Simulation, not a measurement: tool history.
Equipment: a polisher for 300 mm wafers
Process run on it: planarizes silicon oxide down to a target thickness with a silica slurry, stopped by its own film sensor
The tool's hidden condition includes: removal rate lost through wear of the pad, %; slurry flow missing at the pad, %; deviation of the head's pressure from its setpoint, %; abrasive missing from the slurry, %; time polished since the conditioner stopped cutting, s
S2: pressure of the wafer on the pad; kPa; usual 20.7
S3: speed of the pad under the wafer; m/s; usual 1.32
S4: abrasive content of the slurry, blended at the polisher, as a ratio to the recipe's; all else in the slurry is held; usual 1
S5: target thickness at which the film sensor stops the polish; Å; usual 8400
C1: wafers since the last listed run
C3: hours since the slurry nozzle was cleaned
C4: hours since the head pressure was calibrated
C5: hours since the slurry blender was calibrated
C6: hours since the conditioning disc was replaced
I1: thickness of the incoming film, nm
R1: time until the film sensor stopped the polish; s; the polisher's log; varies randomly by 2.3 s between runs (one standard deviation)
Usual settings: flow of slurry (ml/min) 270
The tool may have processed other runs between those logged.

{"run": 1, "day": 0.0, "flow of slurry (ml/min)": 270, "S2": 20.7, "S3": 1.32, "S4": 1, "S5": 8400, "C1": 0, "wafers polished on this pad": 1134, "C3": 48.6, "C4": 649.3, "C5": 68.5, "C6": 230.2, "I1": 1174.1, "R1": 127}
{"day": 0.471, "done": "worn pad replaced by a new one"}
{"run": 2, "day": 1.479, "flow of slurry (ml/min)": 270, "S2": 17.9, "S3": 1.32, "S4": 1, "S5": 8400, "C1": 202, "wafers polished on this pad": 155, "C3": 84.1, "C4": 684.8, "C5": 104, "C6": 265.7, "I1": 1192.8, "R1": 141.4}
{"run": 3, "day": 2.796, "flow of slurry (ml/min)": 270, "S2": 20.7, "S3": 1.32, "S4": 1, "S5": 8400, "C1": 203, "wafers polished on this pad": 358, "C3": 115.7, "C4": 716.4, "C5": 135.6, "C6": 297.3, "I1": 1170.6, "R1": 125.4}
{"run": 4, "day": 3.625, "flow of slurry (ml/min)": 240, "S2": 13.8, "S3": 1.74, "S4": 0.8, "S5": 8400, "C1": 127, "wafers polished on this pad": 486, "C3": 135.6, "C4": 736.3, "C5": 155.5, "C6": 317.2, "I1": 1195.4, "R1": 155.3}
{"run": 5, "day": 4.183, "flow of slurry (ml/min)": 270, "S2": 20.7, "S3": 1.32, "S4": 1, "S5": 8400, "C1": 86, "wafers polished on this pad": 572, "C3": 149, "C4": 749.7, "C5": 168.9, "C6": 330.6, "I1": 1194, "R1": 133.4}
{"day": 5.25, "done": "slurry blender recalibrated"}
{"day": 5.35, "done": "conditioning disc replaced and pad reconditioned"}
{"run": 6, "day": 5.625, "flow of slurry (ml/min)": 270, "S2": 20.7, "S3": 0.98, "S4": 0.9, "S5": 7280, "C1": 196, "wafers polished on this pad": 769, "C3": 183.6, "C4": 784.3, "C5": 9, "C6": 6.6, "I1": 1185.4, "R1": 223.6}
{"run": 7, "day": 6.771, "flow of slurry (ml/min)": 270, "S2": 20.7, "S3": 1.32, "S4": 1, "S5": 8400, "C1": 176, "wafers polished on this pad": 946, "C3": 211.1, "C4": 811.8, "C5": 36.5, "C6": 34.1, "I1": 1188.7, "R1": 133.6}
{"run": 8, "day": 7.358, "flow of slurry (ml/min)": 270, "S2": 20.7, "S3": 1.46, "S4": 1.15, "S5": 8400, "C1": 90, "wafers polished on this pad": 1037, "C3": 225.2, "C4": 825.9, "C5": 50.6, "C6": 48.2, "I1": 1196.2, "R1": 118.8}
{"run": 9, "day": 7.938, "flow of slurry (ml/min)": 270, "S2": 20.7, "S3": 1.32, "S4": 1, "S5": 7940, "C1": 89, "wafers polished on this pad": 1126, "C3": 239.1, "C4": 839.8, "C5": 64.5, "C6": 62.1, "I1": 1179.7, "R1": 143.7}
{"run": 10, "day": 8.596, "flow of slurry (ml/min)": 270, "S2": 20.7, "S3": 1.32, "S4": 1, "S5": 8400, "C1": 101, "wafers polished on this pad": 1228, "C3": 254.9, "C4": 855.6, "C5": 80.3, "C6": 77.9, "I1": 1176.1, "R1": 125.4}
{"day": 9.858, "done": "worn pad replaced by a new one"}
{"run": 11, "day": 10.596, "flow of slurry (ml/min)": 270, "S2": 20.7, "S3": 1.32, "S4": 1, "S5": 8400, "C1": 282, "wafers polished on this pad": 114, "C3": 302.9, "C4": 903.6, "C5": 128.3, "C6": 125.9, "I1": 1195.1, "R1": 135}
{"run": 12, "day": 11.854, "flow of slurry (ml/min)": 270, "S2": 20.7, "S3": 1.1, "S4": 0.75, "S5": 8770, "C1": 194, "wafers polished on this pad": 308, "C3": 333.1, "C4": 933.8, "C5": 158.5, "C6": 156.1, "I1": 1188.5, "R1": 147.1}

Expected results for the next run?
{"run": 13, "day": 12.85, "flow of slurry (ml/min)": 215, "S2": 26.2, "S3": 1.32, "S4": 1, "S5": 8400, "C1": 153, "wafers polished on this pad": 461, "C3": 357, "C4": 957.7, "C5": 182.4, "C6": 180, "I1": 1170, "R1": "?"}

{"run 13": {"R1": 104.6}}
The same run, on a tool lacking any hidden state, would have yielded R1 104.6 s.
